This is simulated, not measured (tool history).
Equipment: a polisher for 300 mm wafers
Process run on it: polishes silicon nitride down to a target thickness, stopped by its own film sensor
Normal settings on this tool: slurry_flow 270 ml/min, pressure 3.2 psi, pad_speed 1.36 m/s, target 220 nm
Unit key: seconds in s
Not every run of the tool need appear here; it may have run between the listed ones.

run	hour	slurry_flow	pressure	pad_speed	target	incoming thickness of the incoming film, nm	seconds
1	0	270	3.2	1.36	220	354.7	84.3
2	8.1	270	3.2	1.36	220	357.1	85.7
3	15.9	270	3.2	1.36	220	350.7	82.3
4	30.6	270	3.2	1.36	220	344.6	77.3
5	42.1	270	3.2	1.36	220	352	82.9
# hour 52.5: worn pad replaced by a new one
6	59	270	3.9	1.36	220	350.3	65.4
7	69.2	270	3.9	1.36	220	348.9	66.5
8	76.7	270	3.9	1.36	220	348.6	66.4
9	87.7	340	3.2	1.36	244	347.2	62.4
10	94.3	340	3.2	1.36	244	348.2	63.8
11	108.4	340	3.2	1.36	244	351.8	66.6
12	117.6	270	3.2	1.36	220	347.3	79.8
13	128.5	270	3.2	1.36	220	351.4	82.6
# hour 139.8: worn pad replaced by a new one, of another model than before
14	142.1	270	3.2	1.36	220	343.9	76.1
# hour 153.9: head pressure recalibrated
15	154.4	270	2.8	1.48	220	353.7	78.5
16	163.2	270	2.8	1.48	220	344.5	72.4
17	175.6	180	2.5	1.36	220	355.7	93.4
# hour 176.9: slurry nozzle cleaned
18	184.1	310	3.8	1.18	263	348.2	44.4
19	190.4	190	3.8	1.2	245	351.8	56.6
20	199.2	270	3.2	0.9	220	347.1	87
21	213.7	295	3.2	1.36	177	356.8	100.3
# hour 225: worn pad replaced by a new one
22	225.5	270	2.1	1.36	240	350.4	83.8
23	239.2	350	2.3	1.36	220	349.5	91.9
24	245.8	270	2.5	0.88	178	346.5	140.4
25	256.2	270	3.2	1.36	220	347.7	70.2
26	272.9	270	2.8	1.58	220	353.8	76.5
27	281.1	270	3.2	1.1	220	349.2	80.6
28	293.6	270	3.2	1.7	204	344.8	68.9
29	301.7	270	3.2	1.36	220	352.4	71.8
30	315.3	270	3.2	1.36	220	351.2	75
31	322.6	270	3.2	1.36	220	351.4	73.4
# hour 334.7: worn pad replaced by a new one
32	337.6	270	2.6	1.36	220	356.4	89.8
33	351.7	330	4.2	1.64	264	343.5	31.7
34	368.2	340	3.2	1.36	244	349.1	59.1
35	384.3	340	3.2	1.08	234	352.8	74.8
36	394.8	270	3.2	1.36	220	347.1	72.6
37	408.3	270	2.9	1.36	254	349.8	57.3
38	422.1	350	2.2	1.36	206	351.6	105.8

Alternative continuations, all from the tool just after run 38; predict every row:
A	422.5	270	3.2	1.36	220	349.8	?
B	422.5	210	3.2	1.66	205	349.8	?
C	422.5	225	3.6	1.8	250	349.8	?

run	seconds
A	73.7
B	75.6
C	45.1
With no hidden state in the tool, these same runs would have given:
run	seconds
A	72.8
B	74.7
C	44.6

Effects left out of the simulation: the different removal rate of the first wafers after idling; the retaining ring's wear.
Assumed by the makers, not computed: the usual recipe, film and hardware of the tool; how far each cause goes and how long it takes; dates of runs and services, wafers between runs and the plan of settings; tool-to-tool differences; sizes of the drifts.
